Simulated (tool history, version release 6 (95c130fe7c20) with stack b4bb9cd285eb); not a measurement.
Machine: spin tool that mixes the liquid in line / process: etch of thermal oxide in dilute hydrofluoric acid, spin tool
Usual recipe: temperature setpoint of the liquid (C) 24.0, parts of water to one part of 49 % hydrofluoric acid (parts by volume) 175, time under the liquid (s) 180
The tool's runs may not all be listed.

run	day	temperature setpoint of the liquid (C)	parts of water to one part of 49 % hydrofluoric acid (parts by volume)	time under the liquid (s)	wafers since the last listed run	hours since the thermometer was replaced	hours since the hydrofluoric acid flow meter was replaced	hours since the gauge calibration	read-back film thickness of the thermal oxide reference wafer, read on the same gauge (nm)	thickness taken off the thermal oxide on a monitor wafer (Å)
1	0.000	24.0	175	180	0	573.9	330.4	40.8	119.952	41.02
2	2.200	24.0	210	150	279	626.7	383.2	93.6	120.031	27.32
3	4.467	24.0	210	150	287	681.1	437.6	148.0	119.986	27.09
4	6.892	24.0	175	180	307	739.3	495.8	206.2	119.983	40.82
5	8.212	24.0	175	180	167	771.0	527.5	237.9	120.010	40.37
6	10.742	24.0	175	180	321	831.7	588.2	298.6	119.993	39.98
7	12.604	24.0	200	180	236	876.4	632.9	343.3	120.017	33.53
# day 12.883: hydrofluoric acid flow meter replaced
8	15.258	24.0	200	180	331	940.1	57.0	407.0	119.994	35.49
# day 15.496: gauge calibrated
9	16.979	24.0	215	80	218	981.4	98.3	35.6	120.009	14.38
10	18.829	24.0	200	180	234	1025.8	142.7	80.0	120.001	35.00
11	24.371	22.0	260	95	703	1158.8	275.7	213.0	120.038	12.18
12	25.792	25.5	175	225	180	1192.9	309.8	247.1	120.014	53.63
# day 26.575: thermometer replaced
13	28.212	27.5	125	285	302	39.3	367.9	305.2	119.960	111.69
14	30.979	27.5	220	285	351	105.7	434.3	371.6	120.022	56.27
# day 31.508: gauge calibrated
15	32.058	24.0	120	140	136	131.6	460.2	13.2	119.995	49.89
16	34.067	24.0	175	70	254	179.8	508.4	61.4	120.003	16.08

Below are 3 alternative next runs, each starting from the tool's condition after run 16. Predict each:
A	34.088	24.0	175	110	2	180.3	508.9	61.9	?	?
B	34.088	19.0	175	255	2	180.3	508.9	61.9	?	?
C	34.088	27.5	95	245	2	180.3	508.9	61.9	?	?

run	read-back film thickness of the thermal oxide reference wafer, read on the same gauge (nm)	thickness taken off the thermal oxide on a monitor wafer (Å)
A	120.027	25.16
B	120.027	48.10
C	120.027	130.26
Stripped of hidden state, with their random variation kept, the same runs would have yielded:
run	thickness taken off the thermal oxide on a monitor wafer (Å)
A	26.66
B	50.96
C	137.73
